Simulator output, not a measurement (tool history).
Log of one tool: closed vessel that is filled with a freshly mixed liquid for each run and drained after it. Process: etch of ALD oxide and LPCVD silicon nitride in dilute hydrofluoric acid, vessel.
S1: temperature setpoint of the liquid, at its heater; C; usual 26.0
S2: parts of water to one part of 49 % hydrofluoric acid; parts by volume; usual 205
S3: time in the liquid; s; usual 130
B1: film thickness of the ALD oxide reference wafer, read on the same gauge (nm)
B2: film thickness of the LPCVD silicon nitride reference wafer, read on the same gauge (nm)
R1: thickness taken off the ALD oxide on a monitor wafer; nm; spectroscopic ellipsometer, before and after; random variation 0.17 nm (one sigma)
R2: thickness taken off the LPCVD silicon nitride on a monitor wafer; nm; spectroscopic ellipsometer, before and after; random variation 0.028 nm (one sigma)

| run | day | S1 | S2 | S3 | B1 | B2 | R1 | R2 |
|---|---|---|---|---|---|---|---|---|
| 1 | 0.000 | 26.0 | 265 | 130 | 59.99 | 89.996 | 16.25 | 0.215 |
| 2 | 0.558 | 26.0 | 205 | 130 | 59.99 | 90.013 | 22.18 | 0.332 |
| 3 | 1.225 | 26.0 | 205 | 130 | 60.00 | 89.987 | 22.42 | 0.299 |
| 4 | 2.362 | 26.0 | 205 | 130 | 60.01 | 89.997 | 22.12 | 0.341 |
| 5 | 3.842 | 26.0 | 135 | 95 | 60.02 | 89.997 | 26.97 | 0.390 |
| 6 | 4.954 | 26.0 | 230 | 195 | 59.98 | 90.015 | 29.06 | 0.472 |
| 7 | 6.179 | 26.0 | 205 | 130 | 59.99 | 89.993 | 22.51 | 0.330 |
| 8 | 6.846 | 26.0 | 205 | 130 | 60.00 | 89.992 | 22.23 | 0.304 |
| 9 | 7.508 | 26.0 | 125 | 95 | 60.01 | 89.985 | 29.22 | 0.412 |
| 10 | 8.208 | 24.0 | 150 | 130 | 59.99 | 89.995 | 30.33 | 0.429 |
| 11 | 9.379 | 24.5 | 260 | 130 | 60.00 | 89.993 | 15.95 | 0.265 |
| 12 | 9.904 | 30.5 | 205 | 130 | 60.02 | 90.001 | 26.87 | 0.453 |
|  | 10.196 | hydrofluoric acid flow meter replaced |
| 13 | 10.638 | 26.0 | 205 | 110 | 60.00 | 90.006 | 20.18 | 0.329 |
| 14 | 11.579 | 26.0 | 300 | 95 | 59.98 | 90.012 | 10.92 | 0.157 |
| 15 | 12.608 | 26.0 | 205 | 130 | 59.98 | 90.006 | 23.91 | 0.301 |
| 16 | 13.258 | 21.5 | 110 | 195 | 59.97 | 89.989 | 61.27 | 0.733 |
| 17 | 14.429 | 24.0 | 140 | 130 | 59.99 | 89.987 | 34.80 | 0.467 |
| 18 | 15.492 | 23.0 | 205 | 130 | 59.99 | 90.017 | 21.41 | 0.336 |
|  | 16.042 | gauge calibrated |
| 19 | 16.433 | 26.0 | 205 | 130 | 60.02 | 90.007 | 23.93 | 0.391 |
| 20 | 17.188 | 26.0 | 205 | 130 | 60.00 | 89.991 | 24.34 | 0.382 |
|  | 18.625 | hydrofluoric acid flow meter replaced, repeated, since the last time left the tool worse |
| 21 | 18.646 | 23.5 | 145 | 195 | 59.99 | 89.980 | 43.15 | 0.568 |
| 22 | 20.083 | 23.5 | 275 | 60 | 59.99 | 89.985 | 6.13 | 0.086 |
| 23 | 20.842 | 26.0 | 205 | 130 | 60.00 | 89.991 | 20.71 | 0.297 |
| 24 | 23.658 | 26.0 | 205 | 95 | 60.00 | 89.996 | 15.56 | 0.229 |
| 25 | 24.342 | 26.0 | 205 | 130 | 60.00 | 89.983 | 21.12 | 0.289 |

Forecast each of these 5 alternatives for the next run:
| A | 24.371 | 26.0 | 205 | 155 | ? | ? | ? | ? |
| B | 24.371 | 26.0 | 205 | 150 | ? | ? | ? | ? |
| C | 24.371 | 26.0 | 180 | 90 | ? | ? | ? | ? |
| D | 24.371 | 26.0 | 205 | 90 | ? | ? | ? | ? |
| E | 24.371 | 30.5 | 150 | 85 | ? | ? | ? | ? |

| run | B1 | B2 | R1 | R2 |
|---|---|---|---|---|
| A | 60.00 | 90.000 | 25.40 | 0.353 |
| B | 60.00 | 90.000 | 24.58 | 0.342 |
| C | 60.00 | 90.000 | 17.27 | 0.234 |
| D | 60.00 | 90.000 | 14.75 | 0.205 |
| E | 60.00 | 90.000 | 23.90 | 0.350 |
Without the tool's hidden state the same runs would have given:
| run | R1 | R2 |
|---|---|---|
| A | 24.37 | 0.342 |
| B | 23.59 | 0.331 |
| C | 16.58 | 0.226 |
| D | 14.15 | 0.198 |
| E | 22.95 | 0.339 |

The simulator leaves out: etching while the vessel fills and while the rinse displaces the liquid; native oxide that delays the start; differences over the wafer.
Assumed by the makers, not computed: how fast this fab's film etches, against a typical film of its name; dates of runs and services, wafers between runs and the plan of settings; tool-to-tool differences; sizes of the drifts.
